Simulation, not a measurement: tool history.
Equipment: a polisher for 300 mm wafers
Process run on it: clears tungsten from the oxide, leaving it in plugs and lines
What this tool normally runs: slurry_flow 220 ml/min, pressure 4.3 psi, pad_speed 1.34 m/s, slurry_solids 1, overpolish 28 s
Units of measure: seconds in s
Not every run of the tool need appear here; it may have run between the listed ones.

run	hour	slurry_flow	pressure	pad_speed	slurry_solids	overpolish	incoming thickness of the incoming film, nm	seconds
1	0	220	4.3	1.34	1	28	241.3	28.2
2	55	220	4.3	1.34	1	28	240.6	27.9
3	112.4	220	4.3	1.34	1	28	240.8	28.4
4	138.5	220	4.3	1.34	1.15	35	241.8	28.4
5	172.1	220	4.3	1.34	1	28	241.1	28.4
6	198	220	4.3	1.34	1	28	241.5	28.8
7	256	220	2.9	1.34	0.85	28	236	38
8	314.2	220	4.3	1.34	1	28	238.3	28.1
9	345.8	220	4.3	1.34	1	28	241.3	28.3
10	414.8	220	5	1.56	0.7	28	242.8	23.8
11	444.7	265	4.3	1.34	0.85	28	236.1	28.1
12	485.5	220	5.5	1.14	1	28	239	28
13	526.4	220	2.9	1.34	1.2	28	234.9	35.8
14	555.9	220	4.3	1.34	1	28	241.5	28.5
15	580.8	220	4.3	1.34	1	37	239.2	28.5
16	622	270	2.9	1.64	1	28	238.3	30.5
17	657.2	220	2.9	1.66	1.3	12	240	29
18	727.3	220	4.3	1.34	1	28	240.1	28.8
19	763.7	220	4.3	1.34	1	28	240.3	28.3
20	812.6	175	4.3	1.34	0.9	38	242.1	31.1
21	866.8	220	5.3	1.34	1.1	28	243.1	24.3
22	892.2	270	3.1	1.7	1.25	28	239.4	26.4
23	952.1	220	4.3	1.34	1	28	238.7	29
24	977.8	195	5.5	1.34	1	18	241.8	24.5
25	1002.4	220	4.3	1.16	1	21	239.7	32.1
26	1062.5	195	4.8	1.62	1	41	243.2	22.4
27	1114.5	220	4.3	1.34	1	28	238.6	28.6

Taken out of this log: 11 entries between the listed runs. Where each belongs, and how the hidden state differs across it:
From run 2 to run 3: worn pad replaced by a new one (hour 82.8)
  both runs share identical hidden conditions
From run 6 to run 7: slurry blender recalibrated (hour 200.2); slurry tank refilled with fresh slurry and peroxide (hour 204.4)
  both runs share identical hidden conditions
From run 8 to run 9: slurry nozzle cleaned (hour 329)
  both runs share identical hidden conditions
From run 11 to run 12: worn pad replaced by a new one (hour 485)
  both runs share identical hidden conditions
From run 14 to run 15: slurry tank refilled with fresh slurry and peroxide (hour 580.1)
  both runs share identical hidden conditions
From run 15 to run 16: slurry blender recalibrated (hour 599.4)
  both runs share identical hidden conditions
From run 22 to run 23: worn pad replaced by a new one (hour 942.5)
  both runs share identical hidden conditions
From run 23 to run 24: slurry tank refilled with fresh slurry and peroxide (hour 969.7)
  both runs share identical hidden conditions
From run 26 to run 27: slurry blender recalibrated (hour 1070.1); slurry nozzle cleaned (hour 1105.2)
  both runs share identical hidden conditions
